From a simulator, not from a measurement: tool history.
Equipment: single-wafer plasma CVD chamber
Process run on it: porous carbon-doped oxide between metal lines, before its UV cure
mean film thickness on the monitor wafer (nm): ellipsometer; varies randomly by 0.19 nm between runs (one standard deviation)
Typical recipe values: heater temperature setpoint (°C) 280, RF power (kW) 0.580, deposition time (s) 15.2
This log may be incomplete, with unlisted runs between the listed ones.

run	hour	heater temperature setpoint (°C)	RF power (kW)	deposition time (s)	read-back reference wafer on the same gauge, thickness_nm	mean film thickness on the monitor wafer (nm)
1	0.0	280	0.580	15.2	105.276	85.964
2	8.5	280	0.580	15.2	105.148	85.326
# hour 11.5: gauge calibrated
3	16.5	280	0.580	15.2	105.316	85.486
4	30.2	280	0.580	15.2	105.218	85.643
5	43.6	280	0.580	15.2	105.205	85.437
6	50.7	280	0.580	15.2	105.137	85.212
7	59.3	280	0.580	15.2	105.129	85.361
# hour 70.3: showerhead replaced
8	75.2	280	0.580	15.2	105.214	85.227
# hour 93.4: thermocouple changed; heater temperature recalibrated
9	93.9	280	0.495	14.3	105.209	69.796
10	100.4	269	0.580	15.2	105.182	90.540
11	112.6	293	0.680	17.8	105.145	104.456
# hour 115.8: gauge calibrated
# hour 131.3: RF generator calibrated
12	131.8	280	0.580	15.2	105.217	91.030
13	139.4	280	0.635	15.2	105.199	97.813
14	153.6	292	0.630	17.2	105.119	102.715
15	171.8	280	0.485	16.6	105.200	85.078
16	178.2	280	0.650	12.6	105.210	83.034

3 options for the next run, each taken on its own from the tool as it stands now. Forecast them:
A	178.6	280	0.580	15.2	?	?
B	178.6	285	0.470	16.4	?	?
C	178.6	272	0.580	15.2	?	?

run	read-back reference wafer on the same gauge, thickness_nm	mean film thickness on the monitor wafer (nm)
A	105.247	90.970
B	105.247	79.402
C	105.247	95.199
Without the tool's hidden state the same runs would have given:
run	mean film thickness on the monitor wafer (nm)
A	91.889
B	80.360
C	96.161

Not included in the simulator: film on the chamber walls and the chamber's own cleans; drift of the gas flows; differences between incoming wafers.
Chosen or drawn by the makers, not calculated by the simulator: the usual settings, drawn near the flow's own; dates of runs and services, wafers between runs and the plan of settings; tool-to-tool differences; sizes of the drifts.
